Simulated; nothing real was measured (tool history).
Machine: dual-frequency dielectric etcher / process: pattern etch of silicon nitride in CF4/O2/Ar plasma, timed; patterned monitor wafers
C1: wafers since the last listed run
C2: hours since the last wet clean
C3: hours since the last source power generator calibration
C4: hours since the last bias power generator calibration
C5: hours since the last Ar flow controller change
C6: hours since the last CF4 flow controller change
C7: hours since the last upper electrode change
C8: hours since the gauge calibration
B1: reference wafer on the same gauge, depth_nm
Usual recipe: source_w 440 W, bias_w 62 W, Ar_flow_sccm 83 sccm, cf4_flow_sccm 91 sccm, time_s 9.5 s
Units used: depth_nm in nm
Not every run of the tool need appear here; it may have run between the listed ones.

run 1 day=0 | source_w=440 bias_w=62 Ar_flow_sccm=83 cf4_flow_sccm=91 time_s=9.5 | C1=0 C2=247.6 C3=3881.8 C4=2264.4 C5=121.7 C6=1777.7 C7=2632.5 C8=83.6 | B1=15.36 | depth_nm=17.99
run 2 day=1.358 | source_w=440 bias_w=62 Ar_flow_sccm=78 cf4_flow_sccm=91 time_s=9.5 | C1=465 C2=280.2 C3=3914.4 C4=2297 C5=154.3 C6=1810.3 C7=2665.1 C8=116.2 | B1=15.35 | depth_nm=18.2
run 3 day=1.858 | source_w=520 bias_w=62 Ar_flow_sccm=83 cf4_flow_sccm=91 time_s=7 | C1=171 C2=292.2 C3=3926.4 C4=2309 C5=166.3 C6=1822.3 C7=2677.1 C8=128.2 | B1=15.38 | depth_nm=15.77
run 4 day=2.554 | source_w=330 bias_w=51 Ar_flow_sccm=92 cf4_flow_sccm=75 time_s=9.5 | C1=238 C2=308.9 C3=3943.1 C4=2325.7 C5=183 C6=1839 C7=2693.8 C8=144.9 | B1=15.4 | depth_nm=11.37
-- day=3.288 source power generator calibrated
run 5 day=3.829 | source_w=440 bias_w=62 Ar_flow_sccm=83 cf4_flow_sccm=91 time_s=9.5 | C1=379 C2=339.5 C3=13 C4=2356.3 C5=213.6 C6=1869.6 C7=2724.4 C8=175.5 | B1=15.45 | depth_nm=17.94
run 6 day=4.971 | source_w=440 bias_w=62 Ar_flow_sccm=62 cf4_flow_sccm=91 time_s=6.5 | C1=391 C2=366.9 C3=40.4 C4=2383.7 C5=241 C6=1897 C7=2751.8 C8=202.9 | B1=15.49 | depth_nm=13.05
run 7 day=6.421 | source_w=440 bias_w=62 Ar_flow_sccm=83 cf4_flow_sccm=91 time_s=7 | C1=497 C2=401.7 C3=75.2 C4=2418.5 C5=275.8 C6=1931.8 C7=2786.6 C8=237.7 | B1=15.49 | depth_nm=13.28
-- day=7.129 CF4 flow controller replaced
run 8 day=7.688 | source_w=440 bias_w=49 Ar_flow_sccm=65 cf4_flow_sccm=83 time_s=11.5 | C1=348 C2=432.1 C3=105.6 C4=2448.9 C5=306.2 C6=13.4 C7=2817 C8=268.1 | B1=15.55 | depth_nm=19.79
run 9 day=8.538 | source_w=340 bias_w=62 Ar_flow_sccm=83 cf4_flow_sccm=78 time_s=6.5 | C1=291 C2=452.5 C3=126 C4=2469.3 C5=326.6 C6=33.8 C7=2837.4 C8=288.5 | B1=15.58 | depth_nm=9.25
-- day=8.879 bias power generator calibrated
-- day=10.004 wet clean of the chamber
-- day=10.146 upper electrode replaced
run 10 day=10.167 | source_w=470 bias_w=62 Ar_flow_sccm=83 cf4_flow_sccm=91 time_s=7 | C1=109 C2=3.9 C3=165.1 C4=30.9 C5=365.7 C6=72.9 C7=0.5 C8=327.6 | B1=15.62 | depth_nm=14.42
run 11 day=10.317 | source_w=360 bias_w=76 Ar_flow_sccm=83 cf4_flow_sccm=91 time_s=9.5 | C1=51 C2=7.5 C3=168.7 C4=34.5 C5=369.3 C6=76.5 C7=4.1 C8=331.2 | B1=15.6 | depth_nm=16.58
run 12 day=10.942 | source_w=440 bias_w=67 Ar_flow_sccm=83 cf4_flow_sccm=91 time_s=9.5 | C1=214 C2=22.5 C3=183.7 C4=49.5 C5=384.3 C6=91.5 C7=19.1 C8=346.2 | B1=15.62 | depth_nm=18.93
run 13 day=11.958 | source_w=440 bias_w=62 Ar_flow_sccm=83 cf4_flow_sccm=91 time_s=9.5 | C1=348 C2=46.9 C3=208.1 C4=73.9 C5=408.7 C6=115.9 C7=43.5 C8=370.6 | B1=15.64 | depth_nm=18.19
run 14 day=13.258 | source_w=440 bias_w=62 Ar_flow_sccm=83 cf4_flow_sccm=91 time_s=9.5 | C1=445 C2=78.1 C3=239.3 C4=105.1 C5=439.9 C6=147.1 C7=74.7 C8=401.8 | B1=15.65 | depth_nm=18.1
run 15 day=14.475 | source_w=540 bias_w=77 Ar_flow_sccm=83 cf4_flow_sccm=91 time_s=12.5 | C1=417 C2=107.3 C3=268.5 C4=134.3 C5=469.1 C6=176.3 C7=103.9 C8=431 | B1=15.66 | depth_nm=33.2
run 16 day=15.538 | source_w=440 bias_w=62 Ar_flow_sccm=83 cf4_flow_sccm=91 time_s=8.5 | C1=364 C2=132.8 C3=294 C4=159.8 C5=494.6 C6=201.8 C7=129.4 C8=456.5 | B1=15.68 | depth_nm=16.48
run 17 day=16.983 | source_w=440 bias_w=62 Ar_flow_sccm=83 cf4_flow_sccm=74 time_s=9.5 | C1=495 C2=167.5 C3=328.7 C4=194.5 C5=529.3 C6=236.5 C7=164.1 C8=491.2 | B1=15.69 | depth_nm=17.83
run 18 day=18.2 | source_w=510 bias_w=62 Ar_flow_sccm=100 cf4_flow_sccm=74 time_s=8 | C1=417 C2=196.7 C3=357.9 C4=223.7 C5=558.5 C6=265.7 C7=193.3 C8=520.4 | B1=15.71 | depth_nm=17.04
run 19 day=19.138 | source_w=360 bias_w=62 Ar_flow_sccm=68 cf4_flow_sccm=107 time_s=9.5 | C1=321 C2=219.2 C3=380.4 C4=246.2 C5=581 C6=288.2 C7=215.8 C8=542.9 | B1=15.71 | depth_nm=15.43
run 20 day=20.362 | source_w=440 bias_w=62 Ar_flow_sccm=65 cf4_flow_sccm=91 time_s=7 | C1=419 C2=248.6 C3=409.8 C4=275.6 C5=610.4 C6=317.6 C7=245.2 C8=572.3 | B1=15.7 | depth_nm=14.15
run 21 day=21.583 | source_w=540 bias_w=62 Ar_flow_sccm=83 cf4_flow_sccm=82 time_s=9.5 | C1=418 C2=277.9 C3=439.1 C4=304.9 C5=639.7 C6=346.9 C7=274.5 C8=601.6 | B1=15.72 | depth_nm=22.21

Across each entry between runs, compare the hidden state at the last listed run before it with the hidden state at the first listed run after it:
In the gap between runs 4 and 5: source power generator calibrated (day 3.288)
  gauge reads high (%): 1.46 -> 1.7
  measured value less the no-hidden-state value, depth_nm: +0.16 -> +0.3 nm
In the gap between runs 7 and 8: CF4 flow controller replaced (day 7.129)
  gauge reads high (%): 2.12 -> 2.29
  measured value less the no-hidden-state value, depth_nm: +0.28 -> +0.44 nm
In the gap between runs 9 and 10: bias power generator calibrated (day 8.879); wet clean of the chamber (day 10.004); upper electrode replaced (day 10.146)
  gauge reads high (%): 2.4 -> 2.59
  measured value less the no-hidden-state value, depth_nm: +0.21 -> +0.36 nm
